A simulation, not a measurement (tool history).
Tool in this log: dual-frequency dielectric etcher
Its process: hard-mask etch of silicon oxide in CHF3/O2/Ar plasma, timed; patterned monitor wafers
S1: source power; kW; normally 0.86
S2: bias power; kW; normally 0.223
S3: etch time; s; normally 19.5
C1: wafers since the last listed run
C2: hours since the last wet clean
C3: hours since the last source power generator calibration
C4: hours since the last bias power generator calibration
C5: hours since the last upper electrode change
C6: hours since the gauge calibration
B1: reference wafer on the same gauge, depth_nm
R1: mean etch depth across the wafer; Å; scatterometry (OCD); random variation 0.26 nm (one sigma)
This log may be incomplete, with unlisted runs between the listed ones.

{"run": 1, "hour": 0.0, "S1": 0.86, "S2": 0.223, "S3": 16, "C1": 0, "C2": 71.2, "C3": 3470.2, "C4": 3149.2, "C5": 1780.1, "C6": 422.8, "B1": 51.2, "R1": 374}
{"run": 2, "hour": 48.3, "S1": 0.86, "S2": 0.223, "S3": 16, "C1": 852, "C2": 119.5, "C3": 3518.5, "C4": 3197.5, "C5": 1828.4, "C6": 471.1, "B1": 51.17, "R1": 367.6}
{"run": 3, "hour": 92.8, "S1": 0.86, "S2": 0.252, "S3": 19.5, "C1": 785, "C2": 164, "C3": 3563, "C4": 3242, "C5": 1872.9, "C6": 515.6, "B1": 51.2, "R1": 469.6}
{"run": 4, "hour": 133.5, "S1": 0.86, "S2": 0.252, "S3": 19.5, "C1": 717, "C2": 204.7, "C3": 3603.7, "C4": 3282.7, "C5": 1913.6, "C6": 556.3, "B1": 51.18, "R1": 463.5}
{"hour": 156.9, "done": "gauge calibrated"}
{"run": 5, "hour": 239.4, "S1": 0.73, "S2": 0.223, "S3": 22.5, "C1": 1868, "C2": 310.6, "C3": 3709.6, "C4": 3388.6, "C5": 2019.5, "C6": 82.5, "B1": 51.24, "R1": 486.4}
{"run": 6, "hour": 279.2, "S1": 0.73, "S2": 0.223, "S3": 22.5, "C1": 702, "C2": 350.4, "C3": 3749.4, "C4": 3428.4, "C5": 2059.3, "C6": 122.3, "B1": 51.15, "R1": 487.4}
{"hour": 292.9, "done": "bias power generator calibrated"}
{"hour": 343.9, "done": "source power generator calibrated"}
{"run": 7, "hour": 367.6, "S1": 0.73, "S2": 0.223, "S3": 22.5, "C1": 1418, "C2": 438.8, "C3": 23.7, "C4": 74.7, "C5": 2147.7, "C6": 210.7, "B1": 51.19, "R1": 483.7}
{"run": 8, "hour": 424.9, "S1": 0.86, "S2": 0.223, "S3": 16, "C1": 1010, "C2": 496.1, "C3": 81, "C4": 132, "C5": 2205, "C6": 268, "B1": 51.27, "R1": 360.4}
{"hour": 520.0, "done": "wet clean of the chamber"}
{"hour": 535.9, "done": "upper electrode replaced"}
{"run": 9, "hour": 536.4, "S1": 0.66, "S2": 0.176, "S3": 16.5, "C1": 1262, "C2": 16.4, "C3": 192.5, "C4": 243.5, "C5": 0.5, "C6": 379.5, "B1": 51.18, "R1": 316.6}
{"run": 10, "hour": 546.5, "S1": 0.86, "S2": 0.223, "S3": 17.5, "C1": 178, "C2": 26.5, "C3": 202.6, "C4": 253.6, "C5": 10.6, "C6": 389.6, "B1": 51.19, "R1": 404.3}
{"hour": 626.4, "done": "gauge calibrated"}
{"run": 11, "hour": 644.7, "S1": 1.05, "S2": 0.177, "S3": 17.5, "C1": 1732, "C2": 124.7, "C3": 300.8, "C4": 351.8, "C5": 108.8, "C6": 18.3, "B1": 51.17, "R1": 395.5}
{"run": 12, "hour": 752.4, "S1": 0.77, "S2": 0.223, "S3": 14, "C1": 1899, "C2": 232.4, "C3": 408.5, "C4": 459.5, "C5": 216.5, "C6": 126, "B1": 51.16, "R1": 308.5}
{"run": 13, "hour": 842.6, "S1": 1, "S2": 0.271, "S3": 18, "C1": 1591, "C2": 322.6, "C3": 498.7, "C4": 549.7, "C5": 306.7, "C6": 216.2, "B1": 51.19, "R1": 461}
{"run": 14, "hour": 930.9, "S1": 1.05, "S2": 0.177, "S3": 17.5, "C1": 1557, "C2": 410.9, "C3": 587, "C4": 638, "C5": 395, "C6": 304.5, "B1": 51.24, "R1": 387.7}

How the hidden state differs across the entries between the runs, from the last listed run before each to the first after it:
Run 4 -> run 5: gauge calibrated (hour 156.9)
  etch rate over this chamber's usual, %: -1.02 -> -1.52
  difference, measured minus the result without the unlogged condition, R1: -4.8 -> -7.4 Å
Run 6 -> run 7: bias power generator calibrated (hour 292.9); source power generator calibrated (hour 343.9)
  etch rate over this chamber's usual, %: -1.7 -> -2.11
  difference, measured minus the result without the unlogged condition, R1: -8.4 -> -10.4 Å
Run 8 -> run 9: wet clean of the chamber (hour 520); upper electrode replaced (hour 535.9)
  etch rate over this chamber's usual, %: -2.38 -> -0.414
  difference, measured minus the result without the unlogged condition, R1: -8.8 -> -1.3 Å
Run 10 -> run 11: gauge calibrated (hour 626.4)
  etch rate over this chamber's usual, %: -0.461 -> -0.919
  difference, measured minus the result without the unlogged condition, R1: -1.9 -> -3.6 Å

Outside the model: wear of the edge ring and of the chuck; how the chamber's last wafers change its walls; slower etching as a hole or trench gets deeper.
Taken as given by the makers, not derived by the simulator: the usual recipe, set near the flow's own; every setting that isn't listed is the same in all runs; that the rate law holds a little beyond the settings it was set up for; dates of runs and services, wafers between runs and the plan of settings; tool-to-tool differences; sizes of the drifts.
